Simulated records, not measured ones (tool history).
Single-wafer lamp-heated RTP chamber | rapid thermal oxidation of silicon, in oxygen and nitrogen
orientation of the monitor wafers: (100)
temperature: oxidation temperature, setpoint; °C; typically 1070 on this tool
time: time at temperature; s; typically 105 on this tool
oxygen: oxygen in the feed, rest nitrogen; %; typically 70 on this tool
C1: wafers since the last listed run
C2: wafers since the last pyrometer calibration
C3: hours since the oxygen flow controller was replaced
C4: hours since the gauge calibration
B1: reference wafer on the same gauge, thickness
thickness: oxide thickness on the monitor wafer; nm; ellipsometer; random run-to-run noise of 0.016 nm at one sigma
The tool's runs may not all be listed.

{"run": 1, "day": 0.0, "temperature": 1070, "time": 105, "oxygen": 70, "C1": 0, "C2": 5611, "C3": 5134.9, "C4": 73.6, "B1": 10.695, "thickness": 11.025}
{"run": 2, "day": 2.117, "temperature": 1070, "time": 105, "oxygen": 70, "C1": 417, "C2": 6029, "C3": 5185.7, "C4": 124.4, "B1": 10.7, "thickness": 11.004}
{"run": 3, "day": 4.242, "temperature": 1070, "time": 105, "oxygen": 70, "C1": 419, "C2": 6448, "C3": 5236.7, "C4": 175.4, "B1": 10.702, "thickness": 11.028}
{"run": 4, "day": 7.142, "temperature": 1054, "time": 105, "oxygen": 81, "C1": 572, "C2": 7021, "C3": 5306.3, "C4": 245.0, "B1": 10.697, "thickness": 10.469}
{"run": 5, "day": 9.725, "temperature": 1054, "time": 105, "oxygen": 81, "C1": 509, "C2": 7530, "C3": 5368.3, "C4": 307.0, "B1": 10.696, "thickness": 10.52}
{"run": 6, "day": 12.367, "temperature": 1070, "time": 105, "oxygen": 70, "C1": 521, "C2": 8052, "C3": 5431.7, "C4": 370.4, "B1": 10.701, "thickness": 11.068}
{"day": 13.458, "done": "pyrometer window cleaned and pyrometer calibrated"}
{"run": 7, "day": 14.4, "temperature": 1070, "time": 105, "oxygen": 78, "C1": 335, "C2": 185, "C3": 5480.5, "C4": 419.2, "B1": 10.7, "thickness": 11.338}
{"run": 8, "day": 15.946, "temperature": 1070, "time": 105, "oxygen": 70, "C1": 305, "C2": 490, "C3": 5517.6, "C4": 456.3, "B1": 10.701, "thickness": 10.958}
{"run": 9, "day": 18.433, "temperature": 1048, "time": 145, "oxygen": 90, "C1": 490, "C2": 981, "C3": 5577.3, "C4": 516.0, "B1": 10.702, "thickness": 11.983}
{"run": 10, "day": 20.558, "temperature": 1070, "time": 77, "oxygen": 58, "C1": 419, "C2": 1400, "C3": 5628.3, "C4": 567.0, "B1": 10.695, "thickness": 8.869}
{"run": 11, "day": 22.146, "temperature": 1070, "time": 153, "oxygen": 91, "C1": 313, "C2": 1714, "C3": 5666.4, "C4": 605.1, "B1": 10.7, "thickness": 14.336}
{"day": 22.238, "done": "gauge calibrated"}
{"run": 12, "day": 24.004, "temperature": 1070, "time": 126, "oxygen": 52, "C1": 366, "C2": 2080, "C3": 5711.0, "C4": 42.4, "B1": 10.708, "thickness": 10.724}
{"day": 25.238, "done": "oxygen flow controller replaced"}
{"run": 13, "day": 25.529, "temperature": 1042, "time": 141, "oxygen": 82, "C1": 235, "C2": 2316, "C3": 7.0, "C4": 79.0, "B1": 10.7, "thickness": 11.032}
{"run": 14, "day": 29.762, "temperature": 1070, "time": 105, "oxygen": 70, "C1": 835, "C2": 3151, "C3": 108.6, "C4": 180.6, "B1": 10.698, "thickness": 10.989}
{"run": 15, "day": 32.742, "temperature": 1070, "time": 105, "oxygen": 91, "C1": 587, "C2": 3739, "C3": 180.1, "C4": 252.1, "B1": 10.698, "thickness": 12.15}
{"run": 16, "day": 35.288, "temperature": 1070, "time": 105, "oxygen": 70, "C1": 502, "C2": 4241, "C3": 241.2, "C4": 313.2, "B1": 10.705, "thickness": 10.998}

3 ways to go on from here, each from the tool as it stands after run 16. What would each give?
{"run": "A", "day": 35.308, "temperature": 1070, "time": 105, "oxygen": 70, "C1": 4, "C2": 4245, "C3": 241.7, "C4": 313.7, "B1": "?", "thickness": "?"}
{"run": "B", "day": 35.308, "temperature": 1045, "time": 138, "oxygen": 45, "C1": 4, "C2": 4245, "C3": 241.7, "C4": 313.7, "B1": "?", "thickness": "?"}
{"run": "C", "day": 35.308, "temperature": 1058, "time": 105, "oxygen": 70, "C1": 4, "C2": 4245, "C3": 241.7, "C4": 313.7, "B1": "?", "thickness": "?"}

run=A B1=10.700 thickness=11.032
run=B B1=10.700 thickness=9.000
run=C B1=10.700 thickness=10.179
Stripped of hidden state, with their random variation kept, the same runs would have yielded:
run=A thickness=10.879
run=B thickness=8.870
run=C thickness=10.035

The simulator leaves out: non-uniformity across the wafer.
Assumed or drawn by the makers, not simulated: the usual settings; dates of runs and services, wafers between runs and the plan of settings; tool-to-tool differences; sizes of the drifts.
